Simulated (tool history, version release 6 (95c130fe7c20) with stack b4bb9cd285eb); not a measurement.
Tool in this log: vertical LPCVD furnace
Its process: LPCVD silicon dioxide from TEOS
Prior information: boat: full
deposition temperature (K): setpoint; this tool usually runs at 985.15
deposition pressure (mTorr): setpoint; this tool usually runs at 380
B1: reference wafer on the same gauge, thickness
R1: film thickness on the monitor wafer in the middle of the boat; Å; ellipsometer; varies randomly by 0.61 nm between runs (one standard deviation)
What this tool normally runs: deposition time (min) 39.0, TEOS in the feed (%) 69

run 1 hour=0.0 | deposition_temperature_(K)=985.15 deposition_pressure_(mTorr)=305 deposition_time_(min)=39.0 TEOS_in_the_feed_(%)=74 | B1=435.05 | R1=3902.6
run 2 hour=19.1 | deposition_temperature_(K)=985.15 deposition_pressure_(mTorr)=305 deposition_time_(min)=39.0 TEOS_in_the_feed_(%)=74 | B1=435.13 | R1=3919.2
run 3 hour=33.1 | deposition_temperature_(K)=985.15 deposition_pressure_(mTorr)=350 deposition_time_(min)=39.0 TEOS_in_the_feed_(%)=69 | B1=434.97 | R1=4048.9
run 4 hour=43.0 | deposition_temperature_(K)=985.15 deposition_pressure_(mTorr)=380 deposition_time_(min)=39.0 TEOS_in_the_feed_(%)=69 | B1=434.92 | R1=4218.4
run 5 hour=57.3 | deposition_temperature_(K)=985.15 deposition_pressure_(mTorr)=380 deposition_time_(min)=39.0 TEOS_in_the_feed_(%)=69 | B1=434.82 | R1=4215.3
run 6 hour=70.2 | deposition_temperature_(K)=985.15 deposition_pressure_(mTorr)=380 deposition_time_(min)=43.0 TEOS_in_the_feed_(%)=69 | B1=435.08 | R1=4662.1
run 7 hour=88.0 | deposition_temperature_(K)=985.15 deposition_pressure_(mTorr)=380 deposition_time_(min)=39.0 TEOS_in_the_feed_(%)=69 | B1=434.99 | R1=4223.3
run 8 hour=99.7 | deposition_temperature_(K)=985.15 deposition_pressure_(mTorr)=380 deposition_time_(min)=39.0 TEOS_in_the_feed_(%)=69 | B1=434.88 | R1=4236.0
run 9 hour=111.1 | deposition_temperature_(K)=985.15 deposition_pressure_(mTorr)=380 deposition_time_(min)=39.0 TEOS_in_the_feed_(%)=69 | B1=435.08 | R1=4234.8
run 10 hour=121.4 | deposition_temperature_(K)=985.15 deposition_pressure_(mTorr)=380 deposition_time_(min)=50.0 TEOS_in_the_feed_(%)=60 | B1=435.06 | R1=5047.1
-- hour=146.6 TEOS flow controller replaced
run 11 hour=147.1 | deposition_temperature_(K)=985.15 deposition_pressure_(mTorr)=455 deposition_time_(min)=39.0 TEOS_in_the_feed_(%)=69 | B1=434.97 | R1=4628.6
run 12 hour=152.2 | deposition_temperature_(K)=985.15 deposition_pressure_(mTorr)=455 deposition_time_(min)=39.0 TEOS_in_the_feed_(%)=69 | B1=435.26 | R1=4627.5
run 13 hour=157.3 | deposition_temperature_(K)=985.15 deposition_pressure_(mTorr)=455 deposition_time_(min)=39.0 TEOS_in_the_feed_(%)=69 | B1=434.80 | R1=4633.8
run 14 hour=162.4 | deposition_temperature_(K)=985.15 deposition_pressure_(mTorr)=380 deposition_time_(min)=39.0 TEOS_in_the_feed_(%)=69 | B1=435.32 | R1=4234.0
-- hour=168.7 gauge calibrated
run 15 hour=176.3 | deposition_temperature_(K)=985.15 deposition_pressure_(mTorr)=380 deposition_time_(min)=39.0 TEOS_in_the_feed_(%)=69 | B1=435.09 | R1=4242.2
run 16 hour=192.5 | deposition_temperature_(K)=985.15 deposition_pressure_(mTorr)=380 deposition_time_(min)=39.0 TEOS_in_the_feed_(%)=69 | B1=434.98 | R1=4238.3
-- hour=224.8 thermocouples replaced and temperature profile calibrated
run 17 hour=225.3 | deposition_temperature_(K)=988.15 deposition_pressure_(mTorr)=335 deposition_time_(min)=23.5 TEOS_in_the_feed_(%)=60 | B1=435.06 | R1=2173.0
run 18 hour=230.4 | deposition_temperature_(K)=985.15 deposition_pressure_(mTorr)=320 deposition_time_(min)=39.0 TEOS_in_the_feed_(%)=69 | B1=434.98 | R1=3536.8
run 19 hour=246.3 | deposition_temperature_(K)=985.15 deposition_pressure_(mTorr)=430 deposition_time_(min)=30.5 TEOS_in_the_feed_(%)=57 | B1=434.97 | R1=2913.6
-- hour=282.6 pressure gauge zeroed
run 20 hour=283.1 | deposition_temperature_(K)=985.15 deposition_pressure_(mTorr)=295 deposition_time_(min)=33.0 TEOS_in_the_feed_(%)=64 | B1=435.08 | R1=2780.2
run 21 hour=288.2 | deposition_temperature_(K)=992.15 deposition_pressure_(mTorr)=320 deposition_time_(min)=49.5 TEOS_in_the_feed_(%)=73 | B1=434.95 | R1=5423.9
run 22 hour=293.3 | deposition_temperature_(K)=985.15 deposition_pressure_(mTorr)=320 deposition_time_(min)=39.0 TEOS_in_the_feed_(%)=80 | B1=434.90 | R1=3828.1
run 23 hour=304.3 | deposition_temperature_(K)=985.15 deposition_pressure_(mTorr)=380 deposition_time_(min)=39.0 TEOS_in_the_feed_(%)=69 | B1=434.94 | R1=3872.7
run 24 hour=314.7 | deposition_temperature_(K)=994.15 deposition_pressure_(mTorr)=350 deposition_time_(min)=39.0 TEOS_in_the_feed_(%)=73 | B1=435.03 | R1=4680.1
run 25 hour=330.0 | deposition_temperature_(K)=980.15 deposition_pressure_(mTorr)=320 deposition_time_(min)=30.0 TEOS_in_the_feed_(%)=72 | B1=435.03 | R1=2496.9
run 26 hour=350.6 | deposition_temperature_(K)=985.15 deposition_pressure_(mTorr)=425 deposition_time_(min)=44.0 TEOS_in_the_feed_(%)=69 | B1=434.93 | R1=4639.0
run 27 hour=363.9 | deposition_temperature_(K)=985.15 deposition_pressure_(mTorr)=380 deposition_time_(min)=39.0 TEOS_in_the_feed_(%)=69 | B1=434.87 | R1=3892.5
run 28 hour=381.4 | deposition_temperature_(K)=989.15 deposition_pressure_(mTorr)=300 deposition_time_(min)=33.0 TEOS_in_the_feed_(%)=69 | B1=435.12 | R1=3201.7

Forecast each of these 4 alternatives for the next run:
run A hour=386.6 | deposition_temperature_(K)=985.15 deposition_pressure_(mTorr)=380 deposition_time_(min)=39.0 TEOS_in_the_feed_(%)=69 | B1=? | R1=?
run B hour=386.6 | deposition_temperature_(K)=981.15 deposition_pressure_(mTorr)=380 deposition_time_(min)=51.5 TEOS_in_the_feed_(%)=80 | B1=? | R1=?
run C hour=386.6 | deposition_temperature_(K)=993.15 deposition_pressure_(mTorr)=460 deposition_time_(min)=39.0 TEOS_in_the_feed_(%)=69 | B1=? | R1=?
run D hour=386.6 | deposition_temperature_(K)=985.15 deposition_pressure_(mTorr)=420 deposition_time_(min)=24.5 TEOS_in_the_feed_(%)=81 | B1=? | R1=?

run=A B1=434.63 R1=3894.9
run=B B1=434.63 R1=5056.2
run=C B1=434.63 R1=5129.6
run=D B1=434.63 R1=2787.0
Take away the tool's hidden state, keep each run's random variation, and the runs would have read:
run=A R1=3847.6
run=B R1=4994.3
run=C R1=5068.3
run=D R1=2753.2
